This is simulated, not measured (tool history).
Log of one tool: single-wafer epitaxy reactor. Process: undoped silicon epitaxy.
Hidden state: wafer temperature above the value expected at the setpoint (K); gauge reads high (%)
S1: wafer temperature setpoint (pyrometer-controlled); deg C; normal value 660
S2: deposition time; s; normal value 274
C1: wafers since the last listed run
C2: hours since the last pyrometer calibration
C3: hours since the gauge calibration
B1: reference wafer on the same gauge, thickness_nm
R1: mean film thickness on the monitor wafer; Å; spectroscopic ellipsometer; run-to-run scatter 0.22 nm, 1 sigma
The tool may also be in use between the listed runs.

run    hour   S1   S2    C1      C2      C3      B1      R1
  1     0.0  660  274     0   249.6   790.0  62.535  599.80
  2   102.2  660  274   529   351.8   892.2  62.661  600.30
  3   182.0  660  274   413   431.6   972.0  62.626  597.96
  4   289.2  660  274   555   538.8  1079.2  62.615  598.54
  5   353.2  669  274   331   602.8  1143.2  62.593  742.76
      411.2  -- gauge calibrated
  6   418.3  669  274   337   667.9     7.1  62.539  741.91
  7   459.3  669  274   212   708.9    48.1  62.640  740.22
  8   554.2  660  274   491   803.8   143.0  62.593  597.26
  9   650.5  660  274   498   900.1   239.3  62.650  597.90
 10   715.1  660  257   334   964.7   303.9  62.664  560.09
 11   762.0  660  257   242  1011.6   350.8  62.628  560.71
 12   841.3  660  257   410  1090.9   430.1  62.595  556.98
 13   879.6  664  298   198  1129.2   468.4  62.595  713.84
 14   975.7  664  298   497  1225.3   564.5  62.594  708.54
 15  1037.5  664  298   320  1287.1   626.3  62.554  711.82
 16  1089.0  660  274   266  1338.6   677.8  62.619  596.00
 17  1166.4  660  262   401  1416.0   755.2  62.454  569.08
 18  1232.0  660  262   339  1481.6   820.8  62.707  570.46
 19  1320.4  660  262   458  1570.0   909.2  62.664  569.13
 20  1356.7  660  274   188  1606.3   945.5  62.574  594.26
 21  1458.3  667  274   526  1707.9  1047.1  62.661  703.39
 22  1494.4  655  257   187  1744.0  1083.2  62.588  490.19
 23  1533.6  660  274   203  1783.2  1122.4  62.627  592.78
 24  1573.8  673  297   208  1823.4  1162.6  62.692  883.52
     1582.2  -- gauge calibrated
 25  1643.8  660  244   362  1893.4    61.6  62.639  530.24
 26  1688.2  655  252   230  1937.8   106.0  62.634  481.93
 27  1760.6  660  289   375  2010.2   178.4  62.651  627.33
 28  1846.3  650  312   444  2095.9   264.1  62.584  528.88
     1902.7  -- pyrometer calibrated
 29  1909.5  660  274   285     6.8   327.3  62.586  603.25
 30  1963.9  660  274   281    61.2   381.7  62.473  601.37
 31  2022.6  660  274   304   119.9   440.4  62.653  602.18
 32  2075.8  669  227   275   173.1   493.6  62.564  618.74
 33  2178.0  674  239   529   275.3   595.8  62.720  729.30
 34  2247.7  674  291   361   345.0   665.5  62.725  888.91
 35  2305.4  646  319   298   402.7   723.2  62.587  493.98
 36  2386.6  664  234   420   483.9   804.4  62.541  565.19
 37  2444.3  649  300   298   541.6   862.1  62.601  501.31
 38  2716.6  673  243  1410   813.9  1134.4  62.569  722.65

How the hidden state differs across the entries between the runs, from the last listed run before each to the first after it:
Logged between run 5 and run 6: gauge calibrated (hour 411.2)
  wafer temperature above the value expected at the setpoint (K): -0.338 -> -0.364
  what was measured, less what the result would be without the hidden state, R1: -6.01 -> -6.45 Å
Logged between run 24 and run 25: gauge calibrated (hour 1582.2)
  wafer temperature above the value expected at the setpoint (K): -0.595 -> -0.602
  what was measured, less what the result would be without the hidden state, R1: -12.49 -> -7.82 Å
Logged between run 28 and run 29: pyrometer calibrated (hour 1902.7)
  wafer temperature above the value expected at the setpoint (K): -0.617 -> -0.066
  what was measured, less what the result would be without the hidden state, R1: -8.19 -> -0.97 Å
